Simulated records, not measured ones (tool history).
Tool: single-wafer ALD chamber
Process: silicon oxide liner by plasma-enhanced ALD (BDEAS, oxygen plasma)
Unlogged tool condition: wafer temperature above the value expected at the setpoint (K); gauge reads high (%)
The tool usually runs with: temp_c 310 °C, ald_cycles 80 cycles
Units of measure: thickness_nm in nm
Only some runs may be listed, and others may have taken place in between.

| run | hour | temp_c | ald_cycles | wafers since the last listed run | hours since the last thermocouple change | hours since the gauge calibration | read-back reference wafer on the same gauge, thickness_nm | thickness_nm |
|---|---|---|---|---|---|---|---|---|
| 1 | 0.0 | 314 | 80 | 0 | 367.6 | 855.9 | 6.851 | 7.093 |
| 2 | 66.3 | 314 | 80 | 392 | 433.9 | 922.2 | 6.849 | 7.094 |
| 3 | 125.7 | 314 | 80 | 352 | 493.3 | 981.6 | 6.848 | 7.128 |
| 4 | 216.5 | 310 | 80 | 538 | 584.1 | 1072.4 | 6.851 | 7.124 |
| 5 | 277.0 | 298 | 76 | 358 | 644.6 | 1132.9 | 6.849 | 7.022 |
| 6 | 495.7 | 298 | 76 | 1296 | 863.3 | 1351.6 | 6.848 | 7.036 |
| 7 | 589.1 | 303 | 80 | 553 | 956.7 | 1445.0 | 6.850 | 7.289 |
| 8 | 661.0 | 310 | 80 | 426 | 1028.6 | 1516.9 | 6.851 | 7.173 |
| 9 | 731.4 | 310 | 80 | 417 | 1099.0 | 1587.3 | 6.851 | 7.212 |
|  | 844.1 | thermocouple changed; heater temperature recalibrated |
| 10 | 870.5 | 310 | 80 | 777 | 26.4 | 1726.4 | 6.846 | 7.154 |
| 11 | 974.9 | 310 | 80 | 618 | 130.8 | 1830.8 | 6.849 | 7.131 |
| 12 | 1067.6 | 310 | 80 | 549 | 223.5 | 1923.5 | 6.849 | 7.149 |
| 13 | 1134.0 | 310 | 80 | 393 | 289.9 | 1989.9 | 6.849 | 7.145 |
| 14 | 1189.2 | 305 | 71 | 327 | 345.1 | 2045.1 | 6.852 | 6.400 |
| 15 | 1254.3 | 305 | 71 | 385 | 410.2 | 2110.2 | 6.848 | 6.406 |
| 16 | 1342.6 | 310 | 80 | 523 | 498.5 | 2198.5 | 6.853 | 7.157 |
| 17 | 1400.5 | 302 | 92 | 343 | 556.4 | 2256.4 | 6.847 | 8.349 |
|  | 1410.3 | gauge calibrated |
| 18 | 1466.7 | 301 | 92 | 392 | 622.6 | 56.4 | 6.846 | 8.367 |
| 19 | 1556.3 | 304 | 88 | 531 | 712.2 | 146.0 | 6.853 | 7.965 |
| 20 | 1623.8 | 310 | 67 | 400 | 779.7 | 213.5 | 6.846 | 6.003 |
| 21 | 1722.6 | 324 | 80 | 585 | 878.5 | 312.3 | 6.854 | 7.010 |
| 22 | 1825.5 | 310 | 80 | 609 | 981.4 | 415.2 | 6.852 | 7.179 |
| 23 | 1877.9 | 318 | 85 | 310 | 1033.8 | 467.6 | 6.849 | 7.545 |
| 24 | 1969.6 | 296 | 87 | 543 | 1125.5 | 559.3 | 6.846 | 8.182 |
|  | 1991.4 | thermocouple changed; heater temperature recalibrated |
| 25 | 2066.0 | 298 | 93 | 523 | 74.6 | 655.7 | 6.855 | 8.506 |
| 26 | 2106.1 | 310 | 91 | 237 | 114.7 | 695.8 | 6.852 | 8.120 |
| 27 | 2170.8 | 310 | 68 | 383 | 179.4 | 760.5 | 6.845 | 6.082 |

Difference, measured minus no-hidden-state, one row per run. Run-to-run variation is common to both terms; the gauge's own scatter need not be:
| run | thickness_nm |
|---|---|
| 1 | +0.004 |
| 2 | +0.006 |
| 3 | +0.009 |
| 4 | +0.012 |
| 5 | +0.037 |
| 6 | +0.069 |
| 7 | +0.056 |
| 8 | +0.039 |
| 9 | +0.046 |
| 10 | +0.006 |
| 11 | +0.007 |
| 12 | +0.008 |
| 13 | +0.009 |
| 14 | +0.010 |
| 15 | +0.011 |
| 16 | +0.016 |
| 17 | +0.038 |
| 18 | +0.063 |
| 19 | +0.028 |
| 20 | +0.025 |
| 21 | +0.035 |
| 22 | +0.044 |
| 23 | +0.051 |
| 24 | +0.155 |
| 25 | +0.003 |
| 26 | +0.002 |
| 27 | +0.002 |
